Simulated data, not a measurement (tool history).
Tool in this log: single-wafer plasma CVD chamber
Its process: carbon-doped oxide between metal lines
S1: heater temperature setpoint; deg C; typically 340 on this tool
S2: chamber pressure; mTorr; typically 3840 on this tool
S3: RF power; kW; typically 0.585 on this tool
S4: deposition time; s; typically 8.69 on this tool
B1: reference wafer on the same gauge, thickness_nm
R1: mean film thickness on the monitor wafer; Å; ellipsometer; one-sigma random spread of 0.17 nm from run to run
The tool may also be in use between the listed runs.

{"run": 1, "day": 0.0, "S1": 340, "S2": 3840, "S3": 0.585, "S4": 8.69, "B1": 55.29, "R1": 522.73}
{"run": 2, "day": 1.533, "S1": 340, "S2": 3840, "S3": 0.585, "S4": 8.69, "B1": 55.284, "R1": 520.45}
{"run": 3, "day": 4.333, "S1": 329, "S2": 3840, "S3": 0.68, "S4": 8.69, "B1": 55.318, "R1": 612.37}
{"run": 4, "day": 8.725, "S1": 340, "S2": 3840, "S3": 0.655, "S4": 10.05, "B1": 55.296, "R1": 658.88}
{"run": 5, "day": 10.788, "S1": 325, "S2": 4760, "S3": 0.585, "S4": 7.31, "B1": 55.306, "R1": 478.97}
{"day": 11.833, "done": "RF generator calibrated"}
{"run": 6, "day": 13.8, "S1": 340, "S2": 3840, "S3": 0.585, "S4": 8.69, "B1": 55.286, "R1": 522.36}
{"run": 7, "day": 16.554, "S1": 340, "S2": 3840, "S3": 0.585, "S4": 8.69, "B1": 55.347, "R1": 520.27}
{"run": 8, "day": 20.379, "S1": 340, "S2": 4480, "S3": 0.65, "S4": 8.69, "B1": 55.305, "R1": 579.98}
{"run": 9, "day": 23.95, "S1": 340, "S2": 3840, "S3": 0.55, "S4": 9.72, "B1": 55.335, "R1": 552.36}
{"run": 10, "day": 27.821, "S1": 354, "S2": 3840, "S3": 0.585, "S4": 8.69, "B1": 55.306, "R1": 500.31}
{"run": 11, "day": 32.004, "S1": 340, "S2": 2990, "S3": 0.585, "S4": 10.08, "B1": 55.298, "R1": 589.31}
{"run": 12, "day": 41.85, "S1": 340, "S2": 3840, "S3": 0.485, "S4": 8.69, "B1": 55.294, "R1": 440.64}
{"run": 13, "day": 43.675, "S1": 340, "S2": 3840, "S3": 0.585, "S4": 8.69, "B1": 55.294, "R1": 522.97}
{"day": 50.2, "done": "capacitance manometer re-zeroed and calibrated"}
{"run": 14, "day": 51.408, "S1": 355, "S2": 3840, "S3": 0.585, "S4": 8.69, "B1": 55.253, "R1": 496.99}
{"day": 54.238, "done": "showerhead replaced, of another model than before"}
{"run": 15, "day": 54.258, "S1": 340, "S2": 4310, "S3": 0.495, "S4": 8.69, "B1": 55.308, "R1": 482.16}
{"day": 55.254, "done": "RF generator calibrated"}
{"day": 56.754, "done": "thermocouple changed; heater temperature recalibrated"}
{"run": 16, "day": 56.775, "S1": 340, "S2": 3840, "S3": 0.585, "S4": 6.95, "B1": 55.253, "R1": 427.32}
{"day": 59.412, "done": "gauge calibrated"}
{"run": 17, "day": 66.808, "S1": 340, "S2": 3050, "S3": 0.645, "S4": 7.4, "B1": 55.266, "R1": 463.57}
{"run": 18, "day": 68.338, "S1": 332, "S2": 3420, "S3": 0.585, "S4": 8.69, "B1": 55.264, "R1": 530.64}
{"run": 19, "day": 70.5, "S1": 340, "S2": 3450, "S3": 0.53, "S4": 8.69, "B1": 55.301, "R1": 489.01}
{"run": 20, "day": 74.833, "S1": 340, "S2": 3090, "S3": 0.585, "S4": 8.69, "B1": 55.256, "R1": 514.65}
{"run": 21, "day": 77.775, "S1": 340, "S2": 3840, "S3": 0.585, "S4": 8.69, "B1": 55.256, "R1": 528.17}
{"run": 22, "day": 82.079, "S1": 351, "S2": 3840, "S3": 0.585, "S4": 10.36, "B1": 55.318, "R1": 603.56}
{"run": 23, "day": 89.954, "S1": 348, "S2": 3840, "S3": 0.64, "S4": 8.69, "B1": 55.285, "R1": 541.33}
{"run": 24, "day": 93.454, "S1": 340, "S2": 3840, "S3": 0.585, "S4": 7.29, "B1": 55.303, "R1": 442.5}
{"run": 25, "day": 95.929, "S1": 340, "S2": 4140, "S3": 0.585, "S4": 8.69, "B1": 55.318, "R1": 531.12}
{"run": 26, "day": 97.45, "S1": 340, "S2": 3840, "S3": 0.585, "S4": 8.69, "B1": 55.337, "R1": 525.92}
{"run": 27, "day": 101.283, "S1": 331, "S2": 3160, "S3": 0.5, "S4": 10.38, "B1": 55.286, "R1": 569.42}

Below are 5 alternative next runs, each starting from the tool's condition after run 27. Predict each:
{"run": "A", "day": 101.3, "S1": 340, "S2": 3840, "S3": 0.585, "S4": 8.69, "B1": "?", "R1": "?"}
{"run": "B", "day": 101.3, "S1": 329, "S2": 3840, "S3": 0.69, "S4": 8.69, "B1": "?", "R1": "?"}
{"run": "C", "day": 101.3, "S1": 335, "S2": 3840, "S3": 0.585, "S4": 8.69, "B1": "?", "R1": "?"}
{"run": "D", "day": 101.3, "S1": 354, "S2": 3130, "S3": 0.585, "S4": 8.69, "B1": "?", "R1": "?"}
{"run": "E", "day": 101.3, "S1": 340, "S2": 4740, "S3": 0.49, "S4": 8.69, "B1": "?", "R1": "?"}

run=A B1=55.337 R1=523.73
run=B B1=55.337 R1=600.75
run=C B1=55.337 R1=532.48
run=D B1=55.337 R1=487.58
run=E B1=55.337 R1=489.05
With no hidden state in the tool, these same runs would have given:
run=A R1=529.55
run=B R1=608.45
run=C R1=538.93
run=D R1=492.39
run=E R1=494.48
